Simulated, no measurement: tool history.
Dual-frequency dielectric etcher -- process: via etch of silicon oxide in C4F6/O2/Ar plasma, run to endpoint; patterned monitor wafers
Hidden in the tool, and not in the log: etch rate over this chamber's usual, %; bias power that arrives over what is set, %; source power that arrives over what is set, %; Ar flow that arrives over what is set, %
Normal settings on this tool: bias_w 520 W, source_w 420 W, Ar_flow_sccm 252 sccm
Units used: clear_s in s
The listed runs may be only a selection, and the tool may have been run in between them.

| run | hour | bias_w | source_w | Ar_flow_sccm | wafers since the last listed run | hours since the last wet clean | hours since the last bias power generator calibration | hours since the last source power generator calibration | hours since the last Ar flow controller change | hours since the last upper electrode change | incoming incoming film thickness, nm | clear_s |
|---|---|---|---|---|---|---|---|---|---|---|---|---|
| 1 | 0.0 | 520 | 420 | 252 | 0 | 77.9 | 3416.4 | 1862.2 | 2797.6 | 2844.2 | 62.5 | 11.2 |
|  | 23.8 | source power generator calibrated |
| 2 | 37.9 | 520 | 420 | 252 | 547 | 115.8 | 3454.3 | 14.1 | 2835.5 | 2882.1 | 62.5 | 11.2 |
| 3 | 88.1 | 520 | 420 | 252 | 811 | 166.0 | 3504.5 | 64.3 | 2885.7 | 2932.3 | 62.6 | 11.3 |
| 4 | 150.3 | 520 | 420 | 252 | 1005 | 228.2 | 3566.7 | 126.5 | 2947.9 | 2994.5 | 62.3 | 11.2 |
| 5 | 200.6 | 580 | 420 | 252 | 812 | 278.5 | 3617.0 | 176.8 | 2998.2 | 3044.8 | 62.4 | 10.6 |
| 6 | 260.1 | 520 | 420 | 252 | 961 | 338.0 | 3676.5 | 236.3 | 3057.7 | 3104.3 | 61.7 | 11.0 |
| 7 | 313.3 | 520 | 420 | 252 | 859 | 391.2 | 3729.7 | 289.5 | 3110.9 | 3157.5 | 62.6 | 11.3 |
| 8 | 390.0 | 520 | 420 | 252 | 1239 | 467.9 | 3806.4 | 366.2 | 3187.6 | 3234.2 | 62.6 | 11.2 |
|  | 478.7 | wet clean of the chamber |
| 9 | 523.4 | 461 | 420 | 252 | 1768 | 44.7 | 3939.8 | 499.6 | 3321.0 | 3367.6 | 62.7 | 12.1 |
| 10 | 628.3 | 520 | 420 | 252 | 1695 | 149.6 | 4044.7 | 604.5 | 3425.9 | 3472.5 | 62.5 | 11.2 |
| 11 | 681.7 | 520 | 420 | 252 | 863 | 203.0 | 4098.1 | 657.9 | 3479.3 | 3525.9 | 62.7 | 11.2 |
| 12 | 750.7 | 520 | 420 | 252 | 1115 | 272.0 | 4167.1 | 726.9 | 3548.3 | 3594.9 | 62.7 | 11.2 |
|  | 792.8 | Ar flow controller replaced |
| 13 | 828.6 | 520 | 460 | 252 | 1162 | 349.9 | 4245.0 | 804.8 | 35.8 | 3672.8 | 63.0 | 10.8 |
| 14 | 879.2 | 520 | 420 | 252 | 817 | 400.5 | 4295.6 | 855.4 | 86.4 | 3723.4 | 62.8 | 11.2 |
|  | 970.9 | wet clean of the chamber |
|  | 971.1 | upper electrode replaced |
| 15 | 971.6 | 448 | 450 | 200 | 1102 | 0.7 | 4388.0 | 947.8 | 178.8 | 0.5 | 62.2 | 11.3 |
| 16 | 1198.1 | 473 | 360 | 286 | 3660 | 227.2 | 4614.5 | 1174.3 | 405.3 | 227.0 | 63.2 | 13.2 |
| 17 | 1272.6 | 520 | 330 | 252 | 1204 | 301.7 | 4689.0 | 1248.8 | 479.8 | 301.5 | 62.8 | 12.9 |
| 18 | 1321.6 | 520 | 490 | 234 | 791 | 350.7 | 4738.0 | 1297.8 | 528.8 | 350.5 | 63.1 | 10.3 |
| 19 | 1382.2 | 635 | 500 | 252 | 979 | 411.3 | 4798.6 | 1358.4 | 589.4 | 411.1 | 62.8 | 9.2 |
|  | 1468.7 | bias power generator calibrated |
| 20 | 1482.6 | 406 | 420 | 215 | 1558 | 511.7 | 13.9 | 1458.8 | 689.8 | 511.5 | 62.1 | 12.3 |
|  | 1547.0 | wet clean of the chamber |
| 21 | 1557.2 | 520 | 370 | 252 | 817 | 10.2 | 88.5 | 1533.4 | 764.4 | 586.1 | 61.9 | 11.7 |
| 22 | 1620.6 | 448 | 520 | 252 | 1024 | 73.6 | 151.9 | 1596.8 | 827.8 | 649.5 | 62.8 | 10.8 |
| 23 | 1696.1 | 520 | 490 | 270 | 1220 | 149.1 | 227.4 | 1672.3 | 903.3 | 725.0 | 63.0 | 10.3 |
|  | 1735.6 | source power generator calibrated |
| 24 | 1789.2 | 419 | 420 | 206 | 1440 | 242.2 | 320.5 | 53.6 | 996.4 | 818.1 | 63.1 | 12.3 |
| 25 | 1857.8 | 641 | 370 | 252 | 1108 | 310.8 | 389.1 | 122.2 | 1065.0 | 886.7 | 63.0 | 10.7 |
| 26 | 1936.2 | 520 | 420 | 252 | 1267 | 389.2 | 467.5 | 200.6 | 1143.4 | 965.1 | 62.6 | 11.0 |
|  | 2038.3 | bias power generator calibrated, repeated, since the last time left the tool worse |
|  | 2040.5 | wet clean of the chamber |
| 27 | 2041.0 | 641 | 370 | 252 | 1593 | 0.5 | 2.7 | 305.4 | 1248.2 | 1069.9 | 63.0 | 11.0 |
| 28 | 2318.4 | 520 | 450 | 252 | 4483 | 277.9 | 280.1 | 582.8 | 1525.6 | 1347.3 | 62.4 | 11.0 |

For each entry between runs, how does the tool's hidden state at the last listed run before it compare with that at the first listed run after it?
Run 1 -> run 2: source power generator calibrated (hour 23.8)
  bias power that arrives over what is set, %: 3.03 -> 3.04
  what was measured, less what the result would be without the hidden state, clear_s: -0.2 -> -0.2 s
Run 8 -> run 9: wet clean of the chamber (hour 478.7)
  bias power that arrives over what is set, %: 3.1 -> 3.11
  what was measured, less what the result would be without the hidden state, clear_s: -0.2 -> -0.2 s
Run 12 -> run 13: Ar flow controller replaced (hour 792.8)
  bias power that arrives over what is set, %: 3.14 -> 3.15
  what was measured, less what the result would be without the hidden state, clear_s: -0.2 -> -0.1 s
Run 14 -> run 15: wet clean of the chamber (hour 970.9); upper electrode replaced (hour 971.1)
  bias power that arrives over what is set, %: 3.16 -> 3.17
  what was measured, less what the result would be without the hidden state, clear_s: -0.2 -> -0.2 s
Run 19 -> run 20: bias power generator calibrated (hour 1468.7)
  bias power that arrives over what is set, %: 3.2 -> 5.69
  what was measured, less what the result would be without the hidden state, clear_s: -0.2 -> -0.3 s
Run 20 -> run 21: wet clean of the chamber (hour 1547.0)
  bias power that arrives over what is set, %: 5.69 -> 5.81
  what was measured, less what the result would be without the hidden state, clear_s: -0.3 -> -0.4 s
Run 23 -> run 24: source power generator calibrated (hour 1735.6)
  bias power that arrives over what is set, %: 6.04 -> 6.17
  what was measured, less what the result would be without the hidden state, clear_s: -0.3 -> -0.4 s
Run 26 -> run 27: bias power generator calibrated, repeated, since the last time left the tool worse (hour 2038.3); wet clean of the chamber (hour 2040.5)
  bias power that arrives over what is set, %: 6.38 -> -0.041
  what was measured, less what the result would be without the hidden state, clear_s: -0.4 -> +0.0 s

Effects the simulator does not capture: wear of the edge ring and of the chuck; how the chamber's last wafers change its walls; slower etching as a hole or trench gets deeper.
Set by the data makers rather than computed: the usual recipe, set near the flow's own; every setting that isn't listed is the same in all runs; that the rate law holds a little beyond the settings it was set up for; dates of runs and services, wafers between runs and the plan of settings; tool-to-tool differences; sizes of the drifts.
